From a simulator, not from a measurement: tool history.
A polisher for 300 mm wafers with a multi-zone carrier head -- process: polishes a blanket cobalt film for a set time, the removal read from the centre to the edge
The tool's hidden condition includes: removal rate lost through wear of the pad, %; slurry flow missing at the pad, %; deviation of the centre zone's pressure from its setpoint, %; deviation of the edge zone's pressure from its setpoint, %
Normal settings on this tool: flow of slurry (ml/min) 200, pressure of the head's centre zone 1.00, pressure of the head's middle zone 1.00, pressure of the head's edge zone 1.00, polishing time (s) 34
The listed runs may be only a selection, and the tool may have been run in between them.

| run | hour | flow of slurry (ml/min) | pressure of the head's centre zone | pressure of the head's middle zone | pressure of the head's edge zone | polishing time (s) | wafers since the last listed run | wafers polished on this pad | hours since the slurry nozzle was cleaned | hours since the centre zone pressure was calibrated | hours since the edge zone pressure was calibrated | hours since the carrier head's membrane was replaced | incoming thickness of the incoming film, nm | film removed at the wafer's centre (angstrom) | film removed at mid-radius (angstrom) | film removed at the wafer's edge (angstrom) |
|---|---|---|---|---|---|---|---|---|---|---|---|---|---|---|---|---|
| 1 | 0.0 | 230 | 1.00 | 0.96 | 1.10 | 37 | 0 | 831 | 55.5 | 81.3 | 717.8 | 14.4 | 878.0 | 1428 | 1317 | 1514 |
| 2 | 6.7 | 200 | 1.00 | 1.00 | 1.00 | 34 | 52 | 883 | 62.2 | 88.0 | 724.5 | 21.1 | 876.6 | 1292 | 1244 | 1289 |
| 3 | 20.2 | 200 | 0.89 | 1.00 | 1.00 | 34 | 105 | 988 | 75.7 | 101.5 | 738.0 | 34.6 | 891.1 | 1135 | 1237 | 1307 |
| 4 | 35.9 | 200 | 1.00 | 1.09 | 1.06 | 34 | 122 | 1111 | 91.4 | 117.2 | 753.7 | 50.3 | 891.7 | 1250 | 1315 | 1320 |
|  | 47.9 | edge zone pressure recalibrated |
| 5 | 52.9 | 200 | 0.90 | 1.00 | 1.00 | 41 | 117 | 1228 | 108.4 | 134.2 | 5.0 | 67.3 | 891.0 | 1375 | 1496 | 1564 |
|  | 62.1 | worn pad replaced by a new one |
| 6 | 69.3 | 145 | 1.06 | 1.00 | 1.00 | 34 | 96 | 55 | 124.8 | 150.6 | 21.4 | 83.7 | 888.3 | 1279 | 1162 | 1242 |
| 7 | 77.8 | 200 | 1.00 | 1.00 | 1.03 | 34 | 66 | 122 | 133.3 | 159.1 | 29.9 | 92.2 | 906.4 | 1253 | 1228 | 1335 |
| 8 | 90.9 | 140 | 1.09 | 1.11 | 1.00 | 38 | 102 | 224 | 146.4 | 172.2 | 43.0 | 105.3 | 897.9 | 1453 | 1386 | 1355 |
| 9 | 101.0 | 200 | 1.12 | 1.00 | 1.00 | 34 | 78 | 303 | 156.5 | 182.3 | 53.1 | 115.4 | 883.1 | 1424 | 1236 | 1300 |
| 10 | 113.3 | 200 | 1.00 | 1.00 | 1.00 | 34 | 95 | 399 | 168.8 | 194.6 | 65.4 | 127.7 | 900.1 | 1288 | 1222 | 1297 |
|  | 124.6 | slurry nozzle cleaned |
| 11 | 125.1 | 245 | 1.00 | 1.00 | 1.00 | 34 | 84 | 483 | 0.5 | 206.4 | 77.2 | 139.5 | 880.1 | 1315 | 1278 | 1319 |
| 12 | 146.0 | 140 | 1.08 | 1.09 | 1.00 | 30 | 163 | 646 | 21.4 | 227.3 | 98.1 | 160.4 | 875.0 | 1107 | 1080 | 1072 |
| 13 | 159.2 | 200 | 0.94 | 1.10 | 1.00 | 34 | 102 | 749 | 34.6 | 240.5 | 111.3 | 173.6 | 890.6 | 1196 | 1323 | 1286 |
| 14 | 169.2 | 200 | 0.94 | 1.00 | 1.11 | 34 | 78 | 827 | 44.6 | 250.5 | 121.3 | 183.6 | 878.5 | 1225 | 1238 | 1362 |
| 15 | 179.3 | 200 | 1.00 | 0.95 | 0.92 | 37 | 78 | 906 | 54.7 | 260.6 | 131.4 | 193.7 | 899.1 | 1343 | 1315 | 1356 |
| 16 | 187.8 | 255 | 1.00 | 1.00 | 1.06 | 42 | 66 | 972 | 63.2 | 269.1 | 139.9 | 202.2 | 889.2 | 1650 | 1598 | 1671 |
| 17 | 194.2 | 200 | 0.97 | 0.95 | 0.89 | 42 | 49 | 1022 | 69.6 | 275.5 | 146.3 | 208.6 | 895.7 | 1519 | 1475 | 1505 |
| 18 | 211.5 | 200 | 1.00 | 1.00 | 1.00 | 34 | 134 | 1157 | 86.9 | 292.8 | 163.6 | 225.9 | 897.4 | 1248 | 1266 | 1325 |
| 19 | 222.7 | 220 | 0.96 | 1.00 | 1.00 | 34 | 87 | 1244 | 98.1 | 304.0 | 174.8 | 237.1 | 893.7 | 1209 | 1257 | 1317 |
| 20 | 231.3 | 200 | 1.00 | 1.00 | 1.00 | 34 | 67 | 1311 | 106.7 | 312.6 | 183.4 | 245.7 | 875.2 | 1263 | 1241 | 1288 |
| 21 | 246.1 | 260 | 1.00 | 1.00 | 0.93 | 34 | 115 | 1427 | 121.5 | 327.4 | 198.2 | 260.5 | 885.0 | 1336 | 1277 | 1272 |
| 22 | 256.4 | 200 | 1.00 | 1.00 | 1.00 | 23 | 80 | 1507 | 131.8 | 337.7 | 208.5 | 270.8 | 875.7 | 861 | 835 | 861 |

Each row is a separate what-if for the run after 22, all from the same tool condition, not one after another. Results?
| A | 256.8 | 200 | 1.00 | 1.00 | 1.00 | 34 | 3 | 1510 | 132.2 | 338.1 | 208.9 | 271.2 | 879.2 | ? | ? | ? |
| B | 256.8 | 200 | 1.00 | 0.96 | 1.05 | 44 | 3 | 1510 | 132.2 | 338.1 | 208.9 | 271.2 | 879.2 | ? | ? | ? |
| C | 256.8 | 200 | 0.92 | 0.95 | 1.00 | 31 | 3 | 1510 | 132.2 | 338.1 | 208.9 | 271.2 | 879.2 | ? | ? | ? |
| D | 256.8 | 200 | 0.93 | 1.00 | 1.06 | 44 | 3 | 1510 | 132.2 | 338.1 | 208.9 | 271.2 | 879.2 | ? | ? | ? |
| E | 256.8 | 140 | 0.95 | 1.09 | 1.09 | 34 | 3 | 1510 | 132.2 | 338.1 | 208.9 | 271.2 | 879.2 | ? | ? | ? |

| run | film removed at the wafer's centre (angstrom) | film removed at mid-radius (angstrom) | film removed at the wafer's edge (angstrom) |
|---|---|---|---|
| A | 1283 | 1264 | 1285 |
| B | 1660 | 1590 | 1704 |
| C | 1075 | 1113 | 1172 |
| D | 1543 | 1636 | 1711 |
| E | 1127 | 1253 | 1274 |
Stripped of hidden state, with their random variation kept, the same runs would have yielded:
| run | film removed at the wafer's centre (angstrom) | film removed at mid-radius (angstrom) | film removed at the wafer's edge (angstrom) |
|---|---|---|---|
| A | 1283 | 1264 | 1285 |
| B | 1660 | 1590 | 1704 |
| C | 1075 | 1113 | 1172 |
| D | 1543 | 1636 | 1711 |
| E | 1127 | 1253 | 1274 |
